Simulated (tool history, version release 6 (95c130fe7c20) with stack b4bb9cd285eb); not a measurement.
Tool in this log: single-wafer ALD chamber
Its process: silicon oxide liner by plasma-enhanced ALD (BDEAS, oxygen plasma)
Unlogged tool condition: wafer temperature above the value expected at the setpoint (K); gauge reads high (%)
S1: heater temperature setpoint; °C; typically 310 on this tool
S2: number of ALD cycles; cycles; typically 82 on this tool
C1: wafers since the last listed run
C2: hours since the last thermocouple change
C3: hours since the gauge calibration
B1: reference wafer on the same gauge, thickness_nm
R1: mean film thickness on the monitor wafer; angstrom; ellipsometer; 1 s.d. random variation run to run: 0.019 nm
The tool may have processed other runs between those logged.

Run 1, day 0.000: usual settings but S1 317 °C; C1 0; C2 595.5; C3 170.4; B1 7.870. Result: R1 73.27 angstrom.
Run 2, day 0.400: usual settings; C1 58; C2 605.1; C3 180.0; B1 7.882. Result: R1 74.55 angstrom.
Run 3, day 2.396: usual settings; C1 291; C2 653.0; C3 227.9; B1 7.857. Result: R1 74.42 angstrom.
Run 4, day 2.717: usual settings; C1 46; C2 660.7; C3 235.6; B1 7.869. Result: R1 74.03 angstrom.
Run 5, day 3.258: usual settings but S1 304 °C; C1 79; C2 673.7; C3 248.6; B1 7.861. Result: R1 74.99 angstrom.
Run 6, day 3.929: usual settings but S2 69 cycles; C1 98; C2 689.8; C3 264.7; B1 7.858. Result: R1 62.33 angstrom.
Run 7, day 4.521: usual settings but S2 69 cycles; C1 86; C2 704.0; C3 278.9; B1 7.859. Result: R1 62.27 angstrom.
Run 8, day 5.054: usual settings; C1 78; C2 716.8; C3 291.7; B1 7.855. Result: R1 73.85 angstrom.
Run 9, day 5.662: usual settings; C1 88; C2 731.4; C3 306.3; B1 7.847. Result: R1 74.01 angstrom.
Run 10, day 6.333: usual settings; C1 98; C2 747.5; C3 322.4; B1 7.850. Result: R1 74.29 angstrom.
Run 11, day 6.629: usual settings; C1 43; C2 754.6; C3 329.5; B1 7.856. Result: R1 73.73 angstrom.
Run 12, day 6.971: usual settings; C1 49; C2 762.8; C3 337.7; B1 7.842. Result: R1 74.05 angstrom.
Run 13, day 7.504: usual settings but S2 86 cycles; C1 78; C2 775.6; C3 350.5; B1 7.848. Result: R1 77.45 angstrom.
Run 14, day 7.971: usual settings but S2 86 cycles; C1 68; C2 786.8; C3 361.7; B1 7.853. Result: R1 77.77 angstrom.
Run 15, day 8.462: usual settings but S2 86 cycles; C1 71; C2 798.6; C3 373.5; B1 7.847. Result: R1 77.64 angstrom.
Run 16, day 9.000: usual settings; C1 78; C2 811.5; C3 386.4; B1 7.849. Result: R1 73.90 angstrom.
Run 17, day 9.738: usual settings; C1 107; C2 829.2; C3 404.1; B1 7.854. Result: R1 74.01 angstrom.
Run 18, day 10.308: usual settings but S2 93 cycles; C1 83; C2 842.9; C3 417.8; B1 7.850. Result: R1 83.82 angstrom.
Run 19, day 10.704: usual settings but S2 93 cycles; C1 57; C2 852.4; C3 427.3; B1 7.848. Result: R1 83.54 angstrom.
Run 20, day 11.200: usual settings; C1 72; C2 864.3; C3 439.2; B1 7.841. Result: R1 74.10 angstrom.
Run 21, day 11.729: usual settings; C1 77; C2 877.0; C3 451.9; B1 7.842. Result: R1 73.98 angstrom.
Run 22, day 11.996: usual settings but S1 296 °C, S2 69 cycles; C1 39; C2 883.4; C3 458.3; B1 7.848. Result: R1 64.58 angstrom.
Run 23, day 12.658: usual settings but S1 321 °C, S2 95 cycles; C1 96; C2 899.3; C3 474.2; B1 7.838. Result: R1 83.60 angstrom.
At day 13.083: gauge calibrated.
Run 24, day 13.179: usual settings; C1 76; C2 911.8; C3 2.3; B1 7.909. Result: R1 74.27 angstrom.
Run 25, day 13.871: usual settings but S1 316 °C, S2 97 cycles; C1 101; C2 928.4; C3 18.9; B1 7.903. Result: R1 87.45 angstrom.
Run 26, day 14.488: usual settings but S1 319 °C, S2 86 cycles; C1 90; C2 943.2; C3 33.7; B1 7.892. Result: R1 77.23 angstrom.
Run 27, day 14.938: usual settings but S1 314 °C, S2 72 cycles; C1 65; C2 954.0; C3 44.5; B1 7.892. Result: R1 65.13 angstrom.
Run 28, day 16.350: usual settings but S1 323 °C; C1 206; C2 987.9; C3 78.4; B1 7.878. Result: R1 72.57 angstrom.
Run 29, day 16.725: usual settings but S1 319 °C; C1 54; C2 996.9; C3 87.4; B1 7.883. Result: R1 73.34 angstrom.
Run 30, day 17.117: usual settings but S1 297 °C, S2 76 cycles; C1 57; C2 1006.3; C3 96.8; B1 7.871. Result: R1 70.89 angstrom.
At day 17.504: thermocouple changed; heater temperature recalibrated.
Run 31, day 17.750: usual settings but S1 322 °C; C1 43; C2 5.9; C3 112.0; B1 7.862. Result: R1 72.83 angstrom.
Run 32, day 18.325: usual settings but S2 66 cycles; C1 84; C2 19.7; C3 125.8; B1 7.860. Result: R1 59.74 angstrom.
Run 33, day 18.712: usual settings but S1 314 °C, S2 72 cycles; C1 56; C2 29.0; C3 135.1; B1 7.859. Result: R1 64.83 angstrom.
Run 34, day 19.121: usual settings but S1 296 °C, S2 74 cycles; C1 59; C2 38.8; C3 144.9; B1 7.855. Result: R1 69.04 angstrom.
Run 35, day 19.683: usual settings but S1 305 °C, S2 72 cycles; C1 82; C2 52.3; C3 158.4; B1 7.858. Result: R1 65.76 angstrom.
Run 36, day 20.179: usual settings but S2 97 cycles; C1 72; C2 64.2; C3 170.3; B1 7.862. Result: R1 87.85 angstrom.
Run 37, day 20.538: usual settings but S1 296 °C, S2 74 cycles; C1 52; C2 72.8; C3 178.9; B1 7.851. Result: R1 69.01 angstrom.
Run 38, day 20.879: usual settings; C1 49; C2 81.0; C3 187.1; B1 7.855. Result: R1 73.76 angstrom.
Run 39, day 21.288: usual settings; C1 59; C2 90.8; C3 196.9; B1 7.852. Result: R1 74.17 angstrom.
Run 40, day 21.983: usual settings but S1 321 °C, S2 93 cycles; C1 101; C2 107.5; C3 213.6; B1 7.844. Result: R1 82.59 angstrom.
Run 41, day 22.467: usual settings but S1 303 °C, S2 76 cycles; C1 70; C2 119.1; C3 225.2; B1 7.849. Result: R1 69.26 angstrom.

3 ways to go on from here, each from the tool as it stands after run 41. What would each give?
Run A, day 22.488: usual settings; C1 3; C2 119.6; C3 225.7; B1 ?. Result: R1 ?.
Run B, day 22.488: usual settings but S1 320 °C, S2 95 cycles; C1 3; C2 119.6; C3 225.7; B1 ?. Result: R1 ?.
Run C, day 22.488: usual settings but S2 92 cycles; C1 3; C2 119.6; C3 225.7; B1 ?. Result: R1 ?.

run     B1     R1
  A  7.848  74.01
  B  7.848  84.36
  C  7.848  83.04
Take away the tool's hidden state, keep each run's random variation, and the runs would have read:
run     R1
  A  74.61
  B  85.04
  C  83.71

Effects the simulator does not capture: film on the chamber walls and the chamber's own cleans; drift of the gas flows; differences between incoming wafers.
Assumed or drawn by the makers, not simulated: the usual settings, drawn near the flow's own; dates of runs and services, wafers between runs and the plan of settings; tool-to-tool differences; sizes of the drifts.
